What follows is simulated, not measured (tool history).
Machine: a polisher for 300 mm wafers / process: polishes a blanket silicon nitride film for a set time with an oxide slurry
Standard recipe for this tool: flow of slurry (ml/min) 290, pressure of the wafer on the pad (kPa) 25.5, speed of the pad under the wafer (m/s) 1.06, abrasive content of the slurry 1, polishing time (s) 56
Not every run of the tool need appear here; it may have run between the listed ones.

run     day  flow of slurry (ml/min)  pressure of the wafer on the pad (kPa)  speed of the pad under the wafer (m/s)  abrasive content of the slurry  polishing time (s)  incoming thickness of the incoming film, nm  film removed (angstrom)
  1       0                      365                                    25.5                                    1.06                            0.85                  56                                        440.1                      254
  2   1.117                      290                                    25.5                                    1.06                               1                  56                                        451.2                      269
  3   2.604                      290                                    25.5                                    1.06                               1                  56                                        446.6                      266
  4   3.458                      290                                    25.5                                    1.06                               1                  56                                        455.2                      305
  5   4.925                      290                                    25.5                                    1.06                               1                  56                                        450.9                      299
  6   6.075                      215                                    25.5                                    1.06                               1                  56                                        442.6                      280
  7     6.8                      215                                    25.5                                    1.06                               1                  56                                        448.2                      278
  8    7.65                      290                                    25.5                                    1.06                               1                  56                                        443.2                      285
  9   8.325                      260                                    25.5                                     0.7                            1.25                  56                                        455.1                      243
 10  10.388                      290                                    25.5                                     1.2                               1                  56                                        447.7                      305
 11  11.721                      360                                    25.5                                    1.06                               1                  56                                        456.5                      282
 12  12.583                      290                                    25.5                                    1.06                             0.8                  56                                        454.2                      250
 13  13.779                      290                                    25.5                                     1.2                               1                  56                                        458.1                      291
 14  14.604                      290                                    25.5                                    1.06                               1                  56                                        456.2                      278
 15  15.588                      290                                    25.5                                    1.06                            1.25                  56                                        450.8                      299
 16  16.575                      290                                    28.3                                    1.06                               1                  56                                        446.2                      283
 17  17.092                      290                                    25.5                                    1.06                               1                  56                                          452                      268
 18  18.096                      290                                    33.8                                    1.06                               1                  56                                        456.2                      319
 19  19.283                      290                                    31.7                                    1.34                               1                  44                                        454.2                      271
 20  19.912                      205                                    25.5                                    1.06                             0.8                  64                                        453.3                      252
 21  20.454                      290                                    25.5                                    1.06                               1                  56                                        450.2                      261
 22  20.979                      290                                      20                                    1.06                               1                  68                                        452.3                      266
 23  21.538                      320                                    25.5                                    1.32                               1                  44                                        457.4                      241
 24   22.65                      290                                    25.5                                    1.06                               1                  56                                        455.2                      283
 25  23.258                      215                                    21.4                                    1.06                            1.25                  43                                        458.9                      229
 26  24.738                      290                                    25.5                                    1.06                               1                  56                                        447.2                      300

Not shown: 10 entries that the log had between the listed runs. Between which runs, and how does the tool's hidden state differ before and after?
Logged between run 2 and run 3: worn pad replaced by a new one (day 2.583)
  slurry flow missing at the pad, %: 34.2 -> 37.5; time polished since the conditioner stopped cutting, s: 174 -> 176
  the result without the hidden state subtracted from the measured one, film removed (angstrom): -50 -> -53
Logged between run 3 and run 4: conditioning disc replaced and pad reconditioned (day 2.892); slurry nozzle cleaned (day 2.988)
  slurry flow missing at the pad, %: 37.5 -> 5.36; time polished since the conditioner stopped cutting, s: 176 -> 27.2
  the result without the hidden state subtracted from the measured one, film removed (angstrom): -53 -> -8
Logged between run 4 and run 5: slurry blender recalibrated (day 3.958); head pressure recalibrated (day 4.604)
  slurry flow missing at the pad, %: 5.36 -> 8.56; time polished since the conditioner stopped cutting, s: 27.2 -> 58.7
  the result without the hidden state subtracted from the measured one, film removed (angstrom): -8 -> -16
Logged between run 10 and run 11: worn pad replaced by a new one (day 10.912)
  slurry flow missing at the pad, %: 20.4 -> 23.3; time polished since the conditioner stopped cutting, s: 129 -> 139
  the result without the hidden state subtracted from the measured one, film removed (angstrom): -40 -> -36
Logged between run 13 and run 14: slurry blender recalibrated (day 14.158)
  slurry flow missing at the pad, %: 27.8 -> 29.6; time polished since the conditioner stopped cutting, s: 151 -> 155
  the result without the hidden state subtracted from the measured one, film removed (angstrom): -48 -> -44
Logged between run 18 and run 19: worn pad replaced by a new one (day 18.367)
  slurry flow missing at the pad, %: 37.2 -> 39.8; time polished since the conditioner stopped cutting, s: 167 -> 170
  the result without the hidden state subtracted from the measured one, film removed (angstrom): -68 -> -67
Logged between run 23 and run 24: conditioning disc replaced and pad reconditioned (day 22.454)
  slurry flow missing at the pad, %: 44.7 -> 47.1; time polished since the conditioner stopped cutting, s: 174 -> 7.63
  the result without the hidden state subtracted from the measured one, film removed (angstrom): -57 -> -30
Logged between run 24 and run 25: slurry nozzle cleaned (day 22.875)
  slurry flow missing at the pad, %: 47.1 -> 4.68; time polished since the conditioner stopped cutting, s: 7.63 -> 22.3
  the result without the hidden state subtracted from the measured one, film removed (angstrom): -30 -> -5

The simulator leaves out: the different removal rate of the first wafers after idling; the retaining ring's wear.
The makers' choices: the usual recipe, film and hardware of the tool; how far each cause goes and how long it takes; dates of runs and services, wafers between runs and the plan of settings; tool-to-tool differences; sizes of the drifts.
